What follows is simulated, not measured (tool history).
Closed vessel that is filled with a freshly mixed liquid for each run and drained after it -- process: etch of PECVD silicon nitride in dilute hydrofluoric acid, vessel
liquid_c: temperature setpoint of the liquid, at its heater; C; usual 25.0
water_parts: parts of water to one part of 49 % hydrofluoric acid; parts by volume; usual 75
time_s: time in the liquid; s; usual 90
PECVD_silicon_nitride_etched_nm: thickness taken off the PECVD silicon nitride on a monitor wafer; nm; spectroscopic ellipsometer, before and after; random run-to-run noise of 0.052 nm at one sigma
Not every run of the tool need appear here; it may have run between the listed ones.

run   hour  liquid_c  water_parts  time_s  read-back film thickness of the PECVD silicon nitride reference wafer, read on the same gauge (nm)  PECVD_silicon_nitride_etched_nm
  1    0.0      25.0           75      90                                                                                              70.000                            6.092
  2   15.7      25.0           75      90                                                                                              69.993                            6.161
  3   23.0      25.0           75      90                                                                                              69.988                            6.222
  4   39.3      25.0           75      90                                                                                              69.999                            6.248
  5   50.1      25.0           75      90                                                                                              69.994                            6.201
  6   63.2      25.0           75      90                                                                                              70.019                            6.226
  7   74.8      25.0           75      90                                                                                              69.984                            6.152
  8   91.3      25.0           50      90                                                                                              70.009                            9.251
  9  107.7      25.0           50      90                                                                                              70.003                            9.295
 10  123.9      25.0           75      90                                                                                              69.997                            6.205
 11  139.7      25.0           75      90                                                                                              70.004                            6.278
 12  150.6      22.5           75      75                                                                                              70.003                            4.359
 13  164.5      25.0           75      70                                                                                              69.980                            4.823
 14  179.2      25.0           75      70                                                                                              69.998                            4.840
 15  185.8      25.0           75      90                                                                                              69.982                            6.279
 16  195.2      25.0           35      65                                                                                              70.007                            9.487
 17  201.8      25.0           75      90                                                                                              70.022                            6.307
 18  217.3      25.0           50      90                                                                                              70.030                            9.403
 19  230.1      27.0          115      45                                                                                              70.038                            2.370
     241.7  -- hydrofluoric acid flow meter replaced
 20  247.2      25.0           75      90                                                                                              69.971                            5.600
 21  259.7      25.0           75      90                                                                                              70.014                            5.410
     263.7  -- thermometer replaced
     267.4  -- gauge calibrated
 22  271.3      25.0           75      90                                                                                              70.021                            5.611
 23  288.2      22.5           75      90                                                                                              69.987                            4.794
 24  296.3      27.5           75     115                                                                                              70.013                            8.270
 25  308.5      23.5           50      55                                                                                              70.004                            4.483
 26  314.6      25.0           75     115                                                                                              70.002                            7.042
 27  324.1      25.0           90     130                                                                                              70.029                            6.709
 28  340.3      25.0           75      90                                                                                              69.987                            5.520
 29  349.1      22.0           60      60                                                                                              70.016                            3.830
 30  357.9      29.5           55     115                                                                                              70.011                           13.001
 31  365.5      23.0           50      40                                                                                              69.993                            3.224

Here are 5 independent what-if runs from the current tool condition. What would each one return?
  A  366.2      25.0           75      90                                                                                                   ?                                ?
  B  366.2      22.5           65      90                                                                                                   ?                                ?
  C  366.2      21.0          100     105                                                                                                   ?                                ?
  D  366.2      26.5           85      45                                                                                                   ?                                ?
  E  366.2      25.0           75     110                                                                                                   ?                                ?

run  read-back film thickness of the PECVD silicon nitride reference wafer, read on the same gauge (nm)  PECVD_silicon_nitride_etched_nm
  A                                                                                              69.998                            5.550
  B                                                                                              69.998                            5.403
  C                                                                                              69.998                            3.735
  D                                                                                              69.998                            2.705
  E                                                                                              69.998                            6.783
The same runs, with their run-to-run variation unchanged, on a tool lacking any hidden condition would have given:
run  PECVD_silicon_nitride_etched_nm
  A                            5.464
  B                            5.320
  C                            3.677
  D                            2.663
  E                            6.678

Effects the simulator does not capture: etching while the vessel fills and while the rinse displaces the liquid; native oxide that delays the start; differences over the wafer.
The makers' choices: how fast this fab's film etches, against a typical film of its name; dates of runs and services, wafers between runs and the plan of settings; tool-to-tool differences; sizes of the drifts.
